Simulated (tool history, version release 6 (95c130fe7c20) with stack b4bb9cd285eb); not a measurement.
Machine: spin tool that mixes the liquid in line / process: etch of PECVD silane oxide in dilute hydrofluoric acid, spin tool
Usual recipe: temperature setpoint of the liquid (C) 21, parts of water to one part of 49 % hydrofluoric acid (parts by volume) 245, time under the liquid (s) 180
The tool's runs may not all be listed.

| run | hour | temperature setpoint of the liquid (C) | parts of water to one part of 49 % hydrofluoric acid (parts by volume) | time under the liquid (s) | read-back film thickness of the PECVD silane oxide reference wafer, read on the same gauge (nm) | thickness taken off the PECVD silane oxide on a monitor wafer (Å) |
|---|---|---|---|---|---|---|
| 1 | 0 | 21 | 245 | 180 | 76.71 | 298.6 |
| 2 | 21.9 | 21 | 245 | 180 | 76.69 | 302.1 |
| 3 | 36.4 | 21 | 245 | 180 | 76.7 | 299.4 |
| 4 | 61.5 | 21 | 245 | 180 | 76.65 | 298.7 |
| 5 | 93.3 | 21 | 245 | 180 | 76.63 | 301.6 |
| 6 | 127.2 | 21 | 245 | 180 | 76.59 | 301.3 |
| 7 | 151.9 | 21 | 245 | 180 | 76.57 | 303.7 |
| 8 | 173.5 | 21 | 245 | 180 | 76.56 | 299.2 |
| 9 | 209.1 | 22 | 245 | 180 | 76.54 | 312.2 |
| 10 | 241.1 | 21 | 275 | 180 | 76.49 | 262.5 |
| 11 | 260.5 | 21 | 245 | 260 | 76.49 | 430.3 |
|  | 284.6 | thermometer replaced |
| 12 | 285.1 | 25.5 | 185 | 180 | 76.47 | 491.4 |
| 13 | 319.9 | 21 | 245 | 180 | 76.46 | 300.2 |
|  | 389.5 | hydrofluoric acid flow meter replaced |
| 14 | 394.7 | 24 | 245 | 180 | 76.4 | 330.8 |
|  | 410.1 | gauge calibrated |
| 15 | 420.8 | 21 | 140 | 180 | 80.41 | 615.6 |
| 16 | 446.6 | 21 | 245 | 180 | 80.18 | 321.1 |
| 17 | 458.9 | 21 | 315 | 180 | 80.08 | 230.4 |
| 18 | 475.8 | 18 | 155 | 180 | 79.91 | 478.3 |
| 19 | 501.6 | 24 | 245 | 140 | 79.71 | 276.9 |
| 20 | 527.3 | 21 | 245 | 95 | 79.48 | 163.7 |
| 21 | 577.8 | 25 | 135 | 140 | 79.12 | 565.3 |
| 22 | 599.9 | 24.5 | 315 | 110 | 78.99 | 157.1 |
| 23 | 617.8 | 23.5 | 200 | 150 | 78.88 | 360.8 |
| 24 | 649.6 | 21 | 155 | 180 | 78.68 | 532.1 |
| 25 | 676.4 | 21 | 245 | 180 | 78.52 | 305.4 |
| 26 | 708.1 | 21 | 245 | 180 | 78.37 | 306.8 |
| 27 | 726.1 | 21 | 245 | 180 | 78.28 | 312.2 |
| 28 | 741.1 | 25.5 | 290 | 215 | 78.2 | 349.2 |
| 29 | 775.1 | 17.5 | 165 | 125 | 78.05 | 299.3 |
| 30 | 789.2 | 17 | 185 | 245 | 77.99 | 494.7 |
|  | 812.9 | thermometer replaced |
| 31 | 821.4 | 22.5 | 315 | 275 | 77.86 | 361 |
| 32 | 847.6 | 21 | 245 | 180 | 77.78 | 306.6 |
| 33 | 867.5 | 21 | 245 | 180 | 77.7 | 304.6 |

Here are 4 independent what-if runs from the current tool condition. What would each one return?
| A | 868 | 21 | 245 | 180 | ? | ? |
| B | 868 | 23.5 | 320 | 180 | ? | ? |
| C | 868 | 21 | 290 | 255 | ? | ? |
| D | 868 | 17.5 | 245 | 225 | ? | ? |

| run | read-back film thickness of the PECVD silane oxide reference wafer, read on the same gauge (nm) | thickness taken off the PECVD silane oxide on a monitor wafer (Å) |
|---|---|---|
| A | 77.69 | 306 |
| B | 77.69 | 238.6 |
| C | 77.69 | 351 |
| D | 77.69 | 334.9 |
What these runs would have given with no unlogged condition in the tool:
| run | thickness taken off the PECVD silane oxide on a monitor wafer (Å) |
|---|---|
| A | 315.1 |
| B | 245.7 |
| C | 361.5 |
| D | 344.8 |
